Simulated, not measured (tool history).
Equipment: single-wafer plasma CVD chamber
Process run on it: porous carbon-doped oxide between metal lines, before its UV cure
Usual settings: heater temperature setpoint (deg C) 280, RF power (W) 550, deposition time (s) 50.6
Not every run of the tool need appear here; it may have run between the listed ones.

run	hour	heater temperature setpoint (deg C)	RF power (W)	deposition time (s)	read-back reference wafer on the same gauge, thickness_nm	mean film thickness on the monitor wafer (Å)
1	0	280	550	50.6	326.427	3186.18
2	19.7	280	550	50.6	326.167	3208.78
3	32.2	275	550	50.6	326.929	3334.63
4	62.8	280	550	50.6	327.246	3177.42
5	86.5	280	550	50.6	326.838	3204.63
6	106	280	550	54.3	327.01	3424.79
7	129.4	280	550	54.3	326.581	3419.79
8	145.9	280	550	50.6	327.072	3215.82
9	164.1	280	595	50.6	327.405	3328.55
# hour 195.9: thermocouple changed; heater temperature recalibrated
# hour 196.2: showerhead replaced
10	200	290	550	42.3	327.901	2496.54
# hour 200.8: gauge calibrated
11	226.4	280	550	50.6	326.699	3203.25
12	254	285	495	41.2	326.235	2394.39
# hour 264.7: RF generator calibrated
13	282.8	266	465	50.6	326.552	3308.42
14	315.4	288	490	43.1	326.578	2443.55
15	342.6	280	550	58.4	326.239	3685.08
16	367.8	269	450	55.1	327.677	3435.9
17	383.2	280	495	50.6	327.386	3055.87
18	407.7	280	635	50.6	326.863	3377.03
19	421.4	280	550	50.6	326.472	3176.91

3 ways to go on from here, each from the tool as it stands after run 19. What would each give?
A	421.8	280	550	50.6	?	?
B	421.8	280	590	50.6	?	?
C	421.8	280	550	59.3	?	?

run	read-back reference wafer on the same gauge, thickness_nm	mean film thickness on the monitor wafer (Å)
A	326.824	3219.03
B	326.824	3322.16
C	326.824	3761.15
With no hidden state in the tool, these same runs would have given:
run	mean film thickness on the monitor wafer (Å)
A	3219.03
B	3322.16
C	3761.15

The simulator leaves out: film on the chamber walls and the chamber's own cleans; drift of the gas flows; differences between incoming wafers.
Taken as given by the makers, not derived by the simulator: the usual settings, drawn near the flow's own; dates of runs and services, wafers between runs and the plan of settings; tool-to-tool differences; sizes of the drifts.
